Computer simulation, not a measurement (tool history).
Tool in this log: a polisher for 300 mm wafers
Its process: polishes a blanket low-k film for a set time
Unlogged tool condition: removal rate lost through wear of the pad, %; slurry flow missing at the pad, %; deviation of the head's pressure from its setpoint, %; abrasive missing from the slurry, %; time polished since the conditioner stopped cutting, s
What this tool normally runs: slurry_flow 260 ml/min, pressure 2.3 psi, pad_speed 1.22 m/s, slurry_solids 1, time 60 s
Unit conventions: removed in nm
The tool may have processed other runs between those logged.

run,hour,slurry_flow,pressure,pad_speed,slurry_solids,time,wafers since the last listed run,wafers polished on this pad,hours since the slurry nozzle was cleaned,hours since the head pressure was calibrated,hours since the slurry blender was calibrated,hours since the conditioning disc was replaced,"incoming thickness of the incoming film, nm",removed
1,0,260,2.3,0.92,1,60,0,5,40.3,665.4,156.1,411.4,617.1,27.6
2,23.5,260,2.3,1.22,1,60,252,257,63.8,688.9,179.6,434.9,616.7,32.3
# hour 94.8: slurry blender recalibrated
3,95.3,260,2.3,1.22,1,60,748,1006,135.6,760.7,0.5,506.7,603.7,32.4
4,125.8,260,2.3,1.22,1,60,327,1333,166.1,791.2,31,537.2,601.5,32.5
# hour 140.4: conditioning disc replaced and pad reconditioned
5,159.2,260,2.3,1.22,1,60,336,1670,199.5,824.6,64.4,18.8,614.9,35.6
6,206.2,260,2.3,1.22,1,60,504,2174,246.5,871.6,111.4,65.8,610.6,35.4
# hour 217.9: slurry nozzle cleaned
7,237.8,260,2.3,1.22,1,60,328,2503,19.9,903.2,143,97.4,607.4,35.4
# hour 259: worn pad replaced by a new one
8,288.7,260,2.3,1.22,1,60,503,318,70.8,954.1,193.9,148.3,600.1,34.6
# hour 341.4: slurry blender recalibrated
9,342.1,260,2.3,1.22,1,60,551,869,124.2,1007.5,0.7,201.7,623.3,33.8
10,372,260,2.3,1.22,1,60,320,1190,154.1,1037.4,30.6,231.6,609.1,33.4
11,396.6,260,2.3,1.22,1,60,263,1454,178.7,1062,55.2,256.2,622.7,33.1
# hour 424.7: slurry nozzle cleaned
12,468,210,1.6,1.5,1.2,60,755,2209,43.3,1133.4,126.6,327.6,609.3,30.2
# hour 493.8: worn pad replaced by a new one
# hour 542.3: slurry blender recalibrated
13,582.7,260,2.3,1,1,67,1166,932,158,1248.1,40.4,442.3,600,31.6
14,619.8,260,2.3,1.22,1,52,398,1330,195.1,1285.2,77.5,479.4,609.3,28.5
15,646.9,260,1.9,1.22,1.3,60,290,1621,222.2,1312.3,104.6,506.5,605.1,30.8
# hour 659.3: head pressure recalibrated
# hour 660.4: conditioning disc replaced and pad reconditioned
# hour 673.2: slurry nozzle cleaned
16,697.5,260,2.3,1.22,1,60,498,2120,24.3,38.2,155.2,37.1,612.2,36.6
# hour 719.4: worn pad replaced by a new one
17,757.6,225,2.3,1.02,1,45,601,409,84.4,98.3,215.3,97.2,613.8,23.7
# hour 789.7: slurry blender recalibrated
18,792.6,340,2.3,1.22,1,43,354,763,119.4,133.3,2.9,132.2,614.7,26.2
19,831.3,260,3,1.22,1.1,60,415,1178,158.1,172,41.6,170.9,596.9,45.7
20,873.8,285,2.3,1.22,0.8,39,455,1634,200.6,214.5,84.1,213.4,603.2,19.4
# hour 923.7: slurry nozzle cleaned
21,939.1,315,2.3,1.22,1,53,689,2324,15.4,279.8,149.4,278.7,611.3,30.4
# hour 969.7: worn pad replaced by a new one
22,991.2,315,2.3,1.22,1,53,516,230,67.5,331.9,201.5,330.8,612.3,30.4
# hour 1014.2: slurry blender recalibrated
23,1019.2,260,2.3,1.54,1,60,278,509,95.5,359.9,5,358.8,617.7,38.4
24,1046.7,205,2.3,1.22,0.75,60,295,804,123,387.4,32.5,386.3,605.8,27.3

Across each entry between runs, compare the hidden state at the last listed run before it with the hidden state at the first listed run after it:
From run 2 to run 3: slurry blender recalibrated (hour 94.8)
  time polished since the conditioner stopped cutting, s: 218 -> 254
  measured less the result without the state, removed: -3.7 -> -4.3 nm
From run 4 to run 5: conditioning disc replaced and pad reconditioned (hour 140.4)
  time polished since the conditioner stopped cutting, s: 269 -> 45.6
  measured less the result without the state, removed: -4.6 -> -0.8 nm
From run 6 to run 7: slurry nozzle cleaned (hour 217.9)
  time polished since the conditioner stopped cutting, s: 68.7 -> 84.3
  measured less the result without the state, removed: -1.3 -> -1.6 nm
From run 7 to run 8: worn pad replaced by a new one (hour 259)
  time polished since the conditioner stopped cutting, s: 84.3 -> 109
  measured less the result without the state, removed: -1.6 -> -2.1 nm
From run 8 to run 9: slurry blender recalibrated (hour 341.4)
  time polished since the conditioner stopped cutting, s: 109 -> 136
  measured less the result without the state, removed: -2.1 -> -2.4 nm
From run 11 to run 12: slurry nozzle cleaned (hour 424.7)
  time polished since the conditioner stopped cutting, s: 162 -> 198
  measured less the result without the state, removed: -2.9 -> -2.8 nm
From run 12 to run 13: worn pad replaced by a new one (hour 493.8); slurry blender recalibrated (hour 542.3)
  time polished since the conditioner stopped cutting, s: 198 -> 254
  measured less the result without the state, removed: -2.8 -> -3.6 nm
From run 15 to run 16: head pressure recalibrated (hour 659.3); conditioning disc replaced and pad reconditioned (hour 660.4); slurry nozzle cleaned (hour 673.2)
  time polished since the conditioner stopped cutting, s: 286 -> 31.4
  measured less the result without the state, removed: -3.9 -> -0.6 nm
From run 16 to run 17: worn pad replaced by a new one (hour 719.4)
  time polished since the conditioner stopped cutting, s: 31.4 -> 61
  measured less the result without the state, removed: -0.6 -> -0.7 nm
From run 17 to run 18: slurry blender recalibrated (hour 789.7)
  time polished since the conditioner stopped cutting, s: 61 -> 78.2
  measured less the result without the state, removed: -0.7 -> -1.1 nm
From run 20 to run 21: slurry nozzle cleaned (hour 923.7)
  time polished since the conditioner stopped cutting, s: 118 -> 150
  measured less the result without the state, removed: -1.3 -> -2.4 nm
From run 21 to run 22: worn pad replaced by a new one (hour 969.7)
  time polished since the conditioner stopped cutting, s: 150 -> 176
  measured less the result without the state, removed: -2.4 -> -2.8 nm
From run 22 to run 23: slurry blender recalibrated (hour 1014.2)
  time polished since the conditioner stopped cutting, s: 176 -> 190
  measured less the result without the state, removed: -2.8 -> -4.6 nm
